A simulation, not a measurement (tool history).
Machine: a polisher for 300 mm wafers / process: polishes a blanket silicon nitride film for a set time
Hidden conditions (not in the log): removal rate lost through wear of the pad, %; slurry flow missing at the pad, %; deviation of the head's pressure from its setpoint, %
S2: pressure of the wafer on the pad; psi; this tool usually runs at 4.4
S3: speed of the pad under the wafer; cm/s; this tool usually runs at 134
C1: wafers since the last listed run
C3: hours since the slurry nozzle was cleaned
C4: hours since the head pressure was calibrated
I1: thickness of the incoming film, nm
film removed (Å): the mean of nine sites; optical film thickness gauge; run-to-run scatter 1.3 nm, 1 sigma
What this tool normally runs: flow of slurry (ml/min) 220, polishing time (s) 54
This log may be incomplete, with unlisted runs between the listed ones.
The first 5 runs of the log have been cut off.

Run 6, hour 306.4: usual settings; C1 755; wafers polished on this pad 4107; C3 104.7; C4 431.7; I1 821. Result: film removed (Å) 1407.
At hour 370.9: head pressure recalibrated.
Run 7, hour 371.4: usual settings; C1 543; wafers polished on this pad 4651; C3 169.7; C4 0.5; I1 834.4. Result: film removed (Å) 1309.
At hour 383.7: worn pad replaced by a new one.
Run 8, hour 470.5: usual settings; C1 820; wafers polished on this pad 748; C3 268.8; C4 99.6; I1 820.8. Result: film removed (Å) 1420.
Run 9, hour 548.1: usual settings; C1 669; wafers polished on this pad 1417; C3 346.4; C4 177.2; I1 822.5. Result: film removed (Å) 1381.
Run 10, hour 636.3: usual settings; C1 760; wafers polished on this pad 2178; C3 434.6; C4 265.4; I1 835. Result: film removed (Å) 1405.
Run 11, hour 727.2: usual settings; C1 784; wafers polished on this pad 2962; C3 525.5; C4 356.3; I1 837.6. Result: film removed (Å) 1386.
Run 12, hour 832.6: usual settings; C1 909; wafers polished on this pad 3871; C3 630.9; C4 461.7; I1 839.7. Result: film removed (Å) 1385.
At hour 848.4: slurry nozzle cleaned.
At hour 872.5: head pressure recalibrated.
At hour 1012.7: worn pad replaced by a new one.
Run 13, hour 1058.3: usual settings but flow of slurry (ml/min) 255, S2 3.6 psi; C1 1886; wafers polished on this pad 393; C3 209.9; C4 185.8; I1 831.6. Result: film removed (Å) 1221.
Run 14, hour 1120.2: usual settings but flow of slurry (ml/min) 255, S2 3.6 psi; C1 533; wafers polished on this pad 927; C3 271.8; C4 247.7; I1 839.9. Result: film removed (Å) 1213.
Run 15, hour 1217.3: usual settings but flow of slurry (ml/min) 255, S2 3.6 psi; C1 837; wafers polished on this pad 1765; C3 368.9; C4 344.8; I1 818.8. Result: film removed (Å) 1204.
Run 16, hour 1304.3: usual settings but S3 116 cm/s; C1 750; wafers polished on this pad 2515; C3 455.9; C4 431.8; I1 834.5. Result: film removed (Å) 1286.
Run 17, hour 1364.1: usual settings but S3 116 cm/s; C1 515; wafers polished on this pad 3031; C3 515.7; C4 491.6; I1 813.4. Result: film removed (Å) 1276.
At hour 1436.2: head pressure recalibrated.
Run 18, hour 1470.3: usual settings but flow of slurry (ml/min) 175, S3 100 cm/s; C1 898; wafers polished on this pad 3929; C3 621.9; C4 34.1; I1 841. Result: film removed (Å) 1003.
At hour 1508.1: worn pad replaced by a new one.
At hour 1520.5: slurry nozzle cleaned.
Run 19, hour 1577.6: usual settings; C1 882; wafers polished on this pad 590; C3 57.1; C4 141.4; I1 834.9. Result: film removed (Å) 1432.
Run 20, hour 1665.5: usual settings; C1 758; wafers polished on this pad 1348; C3 145; C4 229.3; I1 832.2. Result: film removed (Å) 1420.
Run 21, hour 1769.7: usual settings but polishing time (s) 36; C1 898; wafers polished on this pad 2247; C3 249.2; C4 333.5; I1 820.8. Result: film removed (Å) 958.

Run 22 comes next. What will it give?
Run 22, hour 1848.6: usual settings but flow of slurry (ml/min) 240, S3 122 cm/s, polishing time (s) 49; C1 680; wafers polished on this pad 2928; C3 328.1; C4 412.4; I1 822.1. Result: film removed (Å) ?.

film removed (Å): 1208
With the hidden condition absent and the run-to-run variation left alone, this run would have shown film removed (Å) 1234.

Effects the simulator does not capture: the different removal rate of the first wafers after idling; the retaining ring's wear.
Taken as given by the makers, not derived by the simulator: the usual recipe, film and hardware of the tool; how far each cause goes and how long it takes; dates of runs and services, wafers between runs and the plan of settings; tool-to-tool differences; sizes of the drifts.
